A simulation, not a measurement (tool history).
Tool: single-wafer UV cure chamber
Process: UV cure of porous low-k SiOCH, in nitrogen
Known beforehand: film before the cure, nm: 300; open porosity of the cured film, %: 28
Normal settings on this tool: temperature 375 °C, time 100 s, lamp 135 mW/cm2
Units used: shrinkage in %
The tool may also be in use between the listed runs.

run	hour	temperature	time	lamp	shrinkage
1	0.0	375	100	135	11.896
2	99.7	375	100	135	11.672
3	146.3	375	100	159	12.476
4	216.2	375	100	159	12.568
5	318.7	390	100	135	11.811
6	394.5	390	100	135	11.601
7	490.2	364	100	135	10.582
8	540.4	375	100	135	10.597
9	596.3	375	100	135	10.866
10	695.9	375	100	135	10.701
11	959.2	375	100	135	10.269
12	1008.6	375	100	135	11.555
13	1045.0	375	100	135	11.774
14	1114.4	375	115	135	12.667
15	1186.1	375	115	135	12.328
16	1232.2	375	100	106	10.252
17	1306.4	375	100	106	10.159
18	1394.2	368	60	100	7.112
19	1479.4	375	75	155	10.529
20	1571.7	375	55	135	8.747
21	1677.3	375	100	135	11.815
22	1903.7	375	135	102	11.768
23	1980.1	375	100	167	12.621
24	2036.6	359	40	153	7.510
25	2134.7	375	70	100	8.241
26	2209.5	375	100	135	11.674
27	2278.3	375	100	135	11.780
28	2318.7	384	50	156	8.797
29	2368.2	381	85	135	10.618
30	2408.3	375	100	135	11.405
31	2497.0	365	85	100	8.631
32	2566.8	375	130	106	11.773
33	2780.9	375	100	135	11.602
34	2820.7	375	100	159	12.584

Withheld: 6 entries from between the runs. Position of each, and hidden state at the listed run before versus the listed run after:
Run 6 -> run 7: quartz window cleaned (hour 446.6)
  transmission lost against a clean window, %: 8.53 -> 17.3
  the result without the hidden state subtracted from the measured one, shrinkage: -0.473 -> -1.003 %
Run 11 -> run 12: quartz window cleaned, repeated, since the last time left the tool worse (hour 986.7)
  transmission lost against a clean window, %: 25.6 -> 2.37
  the result without the hidden state subtracted from the measured one, shrinkage: -1.559 -> -0.126 %
Run 19 -> run 20: quartz window cleaned (hour 1530.5)
  transmission lost against a clean window, %: 10.7 -> 1.03
  the result without the hidden state subtracted from the measured one, shrinkage: -0.598 -> -0.052 %
Run 20 -> run 21: UV bulbs replaced (hour 1676.8)
  transmission lost against a clean window, %: 1.03 -> 2.9
  the result without the hidden state subtracted from the measured one, shrinkage: -0.052 -> -0.159 %
Run 23 -> run 24: quartz window cleaned (hour 2026.5)
  transmission lost against a clean window, %: 8.25 -> 1.22
  the result without the hidden state subtracted from the measured one, shrinkage: -0.469 -> -0.060 %
Run 31 -> run 32: quartz window cleaned (hour 2566.3)
  transmission lost against a clean window, %: 9.36 -> 0.921
  the result without the hidden state subtracted from the measured one, shrinkage: -0.493 -> -0.049 %
